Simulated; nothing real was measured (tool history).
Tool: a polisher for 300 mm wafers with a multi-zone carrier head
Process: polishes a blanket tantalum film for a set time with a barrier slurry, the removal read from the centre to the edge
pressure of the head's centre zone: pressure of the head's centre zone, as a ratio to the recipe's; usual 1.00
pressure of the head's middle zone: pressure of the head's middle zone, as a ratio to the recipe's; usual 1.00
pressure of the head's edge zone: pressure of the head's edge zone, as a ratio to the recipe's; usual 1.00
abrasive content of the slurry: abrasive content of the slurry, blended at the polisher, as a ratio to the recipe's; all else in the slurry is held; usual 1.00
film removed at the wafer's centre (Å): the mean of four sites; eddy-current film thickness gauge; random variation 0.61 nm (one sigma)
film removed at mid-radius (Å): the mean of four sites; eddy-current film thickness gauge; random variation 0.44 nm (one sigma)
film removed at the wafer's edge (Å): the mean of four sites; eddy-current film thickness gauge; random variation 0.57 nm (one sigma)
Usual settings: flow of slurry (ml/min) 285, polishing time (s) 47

run,hour,flow of slurry (ml/min),pressure of the head's centre zone,pressure of the head's middle zone,pressure of the head's edge zone,abrasive content of the slurry,polishing time (s),"incoming thickness of the incoming film, nm",film removed at the wafer's centre (Å),film removed at mid-radius (Å),film removed at the wafer's edge (Å)
1,0.0,285,1.00,1.00,1.00,1.00,47,187.9,415,440,451
2,50.0,285,1.00,1.00,1.00,1.00,47,190.0,410,451,453
# hour 82.9: centre zone pressure recalibrated
3,83.4,285,1.00,1.00,1.00,1.00,47,192.0,432,441,446
4,127.7,285,1.00,1.00,1.00,1.00,47,186.9,440,444,455
5,166.2,285,1.00,1.00,1.00,1.00,47,193.1,431,447,445
6,217.8,285,1.00,1.00,1.00,1.00,51,190.8,473,486,489
7,276.1,285,0.95,1.00,1.00,1.00,47,189.0,431,439,448
# hour 281.9: worn pad replaced by a new one
# hour 318.9: slurry nozzle cleaned
8,325.0,205,0.93,1.00,0.97,0.90,47,190.7,378,399,409
9,389.2,285,1.00,1.00,1.00,1.00,47,192.6,440,443,445
# hour 413.5: carrier head's membrane replaced by a new one
10,457.2,285,1.00,1.00,1.00,1.00,47,188.3,438,439,460
# hour 465.4: edge zone pressure recalibrated
11,526.1,220,1.00,1.00,0.92,1.00,47,187.9,420,443,439
12,564.7,340,1.00,0.95,0.89,1.00,52,189.9,490,476,486
# hour 574.1: worn pad replaced by a new one
# hour 669.8: slurry nozzle cleaned
13,749.9,285,1.00,1.08,1.07,1.00,47,191.8,439,479,459
14,799.5,285,1.00,1.00,1.12,1.00,47,192.5,438,447,472
# hour 859.7: worn pad replaced by a new one
15,871.4,285,1.00,1.00,1.00,1.15,47,189.2,451,472,489
16,928.2,350,1.00,1.00,1.00,1.00,57,193.3,522,549,557
17,953.2,285,0.97,1.00,1.00,1.00,47,189.8,422,448,450
# hour 957.2: slurry nozzle cleaned
18,1115.8,285,1.11,1.00,0.92,0.90,62,189.7,561,564,559
# hour 1152.7: worn pad replaced by a new one
19,1153.2,285,1.00,1.00,1.00,0.80,52,186.4,408,422,437
20,1174.2,285,1.00,1.00,1.00,1.00,47,188.6,423,448,451

5 ways to go on from here, each from the tool as it stands after run 20. What would each give?
A,1174.6,285,1.00,1.00,1.00,1.00,47,189.1,?,?,?
B,1174.6,285,1.00,1.00,1.00,1.00,39,189.1,?,?,?
C,1174.6,285,1.00,0.93,1.00,1.00,54,189.1,?,?,?
D,1174.6,285,1.00,0.94,1.09,1.00,62,189.1,?,?,?
E,1174.6,235,1.00,1.00,1.00,1.00,47,189.1,?,?,?

run,film removed at the wafer's centre (Å),film removed at mid-radius (Å),film removed at the wafer's edge (Å)
A,420,441,446
B,349,366,370
C,483,476,513
D,554,552,603
E,412,433,440
Without the tool's hidden state the same runs would have given:
run,film removed at the wafer's centre (Å),film removed at mid-radius (Å),film removed at the wafer's edge (Å)
A,448,441,446
B,372,366,370
C,514,476,513
D,591,552,603
E,439,433,440
